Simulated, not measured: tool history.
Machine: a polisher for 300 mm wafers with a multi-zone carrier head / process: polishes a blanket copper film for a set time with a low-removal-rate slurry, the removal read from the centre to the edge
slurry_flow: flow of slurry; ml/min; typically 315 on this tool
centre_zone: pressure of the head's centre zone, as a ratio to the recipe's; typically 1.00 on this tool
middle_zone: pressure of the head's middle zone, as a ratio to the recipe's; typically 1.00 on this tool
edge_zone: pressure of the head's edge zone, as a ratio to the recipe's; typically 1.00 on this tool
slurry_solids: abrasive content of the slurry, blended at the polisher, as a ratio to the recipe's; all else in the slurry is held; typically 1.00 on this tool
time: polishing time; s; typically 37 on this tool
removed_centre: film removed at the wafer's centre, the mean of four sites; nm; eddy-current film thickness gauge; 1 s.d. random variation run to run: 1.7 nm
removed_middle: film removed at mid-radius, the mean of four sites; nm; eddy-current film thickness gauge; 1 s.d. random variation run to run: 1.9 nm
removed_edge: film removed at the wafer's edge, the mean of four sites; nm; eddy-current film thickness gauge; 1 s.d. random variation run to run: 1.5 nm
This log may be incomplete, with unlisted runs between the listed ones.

run     day  slurry_flow  centre_zone  middle_zone  edge_zone  slurry_solids  time  wafers since the last listed run  wafers polished on this pad  hours since the slurry nozzle was cleaned  hours since the centre zone pressure was calibrated  hours since the edge zone pressure was calibrated  hours since the carrier head's membrane was replaced  incoming thickness of the incoming film, nm  removed_centre  removed_middle  removed_edge
  1   0.000          315         1.00         1.00       1.00           1.00    37                                 0                          168                                      360.7                                                158.4                                             1066.7                                                 835.3                                       1293.9           153.3           152.2         152.3
  2   1.321          315         1.00         1.00       1.00           1.00    37                               245                          413                                      392.4                                                190.1                                             1098.4                                                 867.0                                       1267.1           159.6           154.9         149.6
  3   3.238          315         1.00         1.00       1.00           1.00    37                               355                          768                                      438.4                                                236.1                                             1144.4                                                 913.0                                       1305.4           159.3           148.9         150.7
  4   5.254          315         1.00         1.00       1.00           1.00    37                               374                         1143                                      486.8                                                284.5                                             1192.8                                                 961.4                                       1283.7           162.5           151.2         151.9
  5   6.612          315         1.00         1.00       1.00           1.00    37                               252                         1395                                      519.4                                                317.1                                             1225.4                                                 994.0                                       1284.2           163.9           152.1         150.1
      8.138  -- worn pad replaced by a new one
  6   8.904          315         1.00         1.00       1.00           1.00    37                               394                          142                                      574.4                                                372.1                                             1280.4                                                1049.0                                       1279.2           169.6           150.8         151.4
      9.262  -- centre zone pressure recalibrated
  7  10.250          315         0.92         0.94       1.00           1.00    37                               234                          376                                      606.7                                                 23.7                                             1312.7                                                1081.3                                       1284.0           143.6           141.5         150.5
     10.750  -- edge zone pressure recalibrated
  8  11.838          315         0.92         0.94       1.00           1.00    37                               279                          655                                      644.8                                                 61.8                                               26.1                                                1119.4                                       1266.1           141.9           145.0         150.3
     12.788  -- carrier head's membrane replaced by a new one
  9  13.646          315         0.92         0.94       1.00           1.00    37                               296                          952                                      688.2                                                105.2                                               69.5                                                  20.6                                       1274.4           141.1           143.5         148.3
     15.308  -- slurry nozzle cleaned
 10  16.212          315         1.00         1.00       1.00           1.00    37                               468                         1421                                       21.7                                                166.8                                              131.1                                                  82.2                                       1279.0           160.9           153.3         152.0
     17.554  -- worn pad replaced by a new one
 11  17.946          315         1.10         1.00       1.00           1.00    33                               290                           72                                       63.3                                                208.4                                              172.7                                                 123.8                                       1257.4           156.7           133.9         133.8
 12  19.517          415         1.00         1.00       1.00           1.00    37                               291                          363                                      101.0                                                246.1                                              210.4                                                 161.5                                       1285.2           163.8           154.5         153.4
 13  20.858          315         1.00         1.00       1.00           1.00    37                               248                          612                                      133.2                                                278.3                                              242.6                                                 193.7                                       1289.8           161.2           151.0         150.9
 14  22.654          315         0.92         1.00       1.00           1.00    44                               333                          946                                      176.3                                                321.4                                              285.7                                                 236.8                                       1291.2           179.3           179.0         175.9
 15  25.146          315         1.00         1.07       1.00           0.90    37                               462                         1408                                      236.1                                                381.2                                              345.5                                                 296.6                                       1298.6           161.9           158.3         145.9
     27.250  -- worn pad replaced by a new one
 16  27.538          230         1.04         1.11       1.00           1.00    30                               412                           53                                      293.5                                                438.6                                              402.9                                                 354.0                                       1256.9           137.0           127.6         115.9
     27.733  -- centre zone pressure recalibrated
 17  30.462          380         1.00         1.00       1.05           1.00    37                               527                          580                                      363.7                                                 65.5                                              473.1                                                 424.2                                       1275.7           157.4           156.5         155.4
 18  33.112          315         1.00         1.00       1.09           1.00    37                               491                         1072                                      427.3                                                129.1                                              536.7                                                 487.8                                       1280.6           156.2           150.1         155.0
 19  34.583          250         1.00         1.00       1.00           1.00    27                               272                         1345                                      462.6                                                164.4                                              572.0                                                 523.1                                       1276.2           110.8           106.1         106.3
     35.979  -- worn pad replaced by a new one
 20  37.125          215         1.00         1.00       1.00           1.30    37                               440                          212                                      523.6                                                225.4                                              633.0                                                 584.1                                       1273.0           167.8           156.5         156.2

Results per run with the tool's hidden condition removed, run-to-run variation unchanged:
What the log doesn't record here: removal rate lost through wear of the pad, %; slurry flow missing at the pad, %; deviation of the centre zone's pressure from its setpoint, %; deviation of the edge zone's pressure from its setpoint, %.
run  removed_centre
  1           147.2
  2           151.9
  3           149.9
  4           150.9
  5           151.0
  6           154.0
  7           140.5
  8           137.4
  9           135.0
 10           151.5
 11           146.1
 12           151.2
 13           147.6
 14           162.3
 15           144.5
 16           120.6
 17           153.6
 18           149.9
 19           105.3
 20           157.0
removed_middle: at most 0.1 nm away from the measurement, every run.
removed_edge: at most 0.1 nm away from the measurement, every run.
